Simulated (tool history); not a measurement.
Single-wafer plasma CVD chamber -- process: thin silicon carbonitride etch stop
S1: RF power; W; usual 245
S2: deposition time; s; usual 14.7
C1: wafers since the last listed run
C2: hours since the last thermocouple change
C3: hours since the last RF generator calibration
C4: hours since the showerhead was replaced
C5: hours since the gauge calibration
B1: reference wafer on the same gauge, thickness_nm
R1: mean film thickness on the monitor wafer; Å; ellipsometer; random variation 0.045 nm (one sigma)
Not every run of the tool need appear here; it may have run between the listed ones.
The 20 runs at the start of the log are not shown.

-- hour=1612.3 RF generator calibrated
run 21 hour=1635.6 | S1=200 S2=14.7 | C1=4073 C2=280.3 C3=23.3 C4=476.2 C5=394.2 | B1=9.613 | R1=78.48
run 22 hour=1696.8 | S1=200 S2=12.0 | C1=2640 C2=341.5 C3=84.5 C4=537.4 C5=455.4 | B1=9.617 | R1=64.11
run 23 hour=1747.9 | S1=255 S2=14.7 | C1=2205 C2=392.6 C3=135.6 C4=588.5 C5=506.5 | B1=9.610 | R1=85.01
run 24 hour=1785.3 | S1=245 S2=14.7 | C1=1613 C2=430.0 C3=173.0 C4=625.9 C5=543.9 | B1=9.615 | R1=84.51
run 25 hour=1849.5 | S1=260 S2=17.4 | C1=2770 C2=494.2 C3=237.2 C4=690.1 C5=608.1 | B1=9.605 | R1=102.33
run 26 hour=1895.0 | S1=260 S2=13.8 | C1=1963 C2=539.7 C3=282.7 C4=735.6 C5=653.6 | B1=9.609 | R1=80.75
run 27 hour=1933.6 | S1=245 S2=14.7 | C1=1665 C2=578.3 C3=321.3 C4=774.2 C5=692.2 | B1=9.607 | R1=84.00
run 28 hour=2010.8 | S1=225 S2=17.3 | C1=3331 C2=655.5 C3=398.5 C4=851.4 C5=769.4 | B1=9.611 | R1=96.89
run 29 hour=2107.8 | S1=280 S2=14.7 | C1=4185 C2=752.5 C3=495.5 C4=948.4 C5=866.4 | B1=9.605 | R1=87.32
run 30 hour=2175.4 | S1=245 S2=14.7 | C1=2917 C2=820.1 C3=563.1 C4=1016.0 C5=934.0 | B1=9.616 | R1=83.35
run 31 hour=2277.5 | S1=270 S2=15.4 | C1=4405 C2=922.2 C3=665.2 C4=1118.1 C5=1036.1 | B1=9.615 | R1=88.94
run 32 hour=2375.3 | S1=245 S2=14.7 | C1=4220 C2=1020.0 C3=763.0 C4=1215.9 C5=1133.9 | B1=9.600 | R1=82.45
run 33 hour=2416.7 | S1=260 S2=17.1 | C1=1786 C2=1061.4 C3=804.4 C4=1257.3 C5=1175.3 | B1=9.608 | R1=97.27
run 34 hour=2489.6 | S1=225 S2=15.9 | C1=3145 C2=1134.3 C3=877.3 C4=1330.2 C5=1248.2 | B1=9.598 | R1=86.04
-- hour=2505.8 RF generator calibrated
run 35 hour=2585.6 | S1=200 S2=16.0 | C1=3797 C2=1230.3 C3=79.8 C4=1426.2 C5=1344.2 | B1=9.614 | R1=85.52

What if the next run were any one of these 4? Each begins from the tool's condition after run 35:
run A hour=2586.0 | S1=290 S2=14.7 | C1=17 C2=1230.7 C3=80.2 C4=1426.6 C5=1344.6 | B1=? | R1=?
run B hour=2586.0 | S1=245 S2=17.6 | C1=17 C2=1230.7 C3=80.2 C4=1426.6 C5=1344.6 | B1=? | R1=?
run C hour=2586.0 | S1=245 S2=17.3 | C1=17 C2=1230.7 C3=80.2 C4=1426.6 C5=1344.6 | B1=? | R1=?
run D hour=2586.0 | S1=200 S2=13.3 | C1=17 C2=1230.7 C3=80.2 C4=1426.6 C5=1344.6 | B1=? | R1=?

run=A B1=9.619 R1=88.96
run=B B1=9.619 R1=100.78
run=C B1=9.619 R1=99.07
run=D B1=9.619 R1=71.16
Stripped of hidden state, with their random variation kept, the same runs would have yielded:
run=A R1=89.54
run=B R1=101.44
run=C R1=99.71
run=D R1=71.62
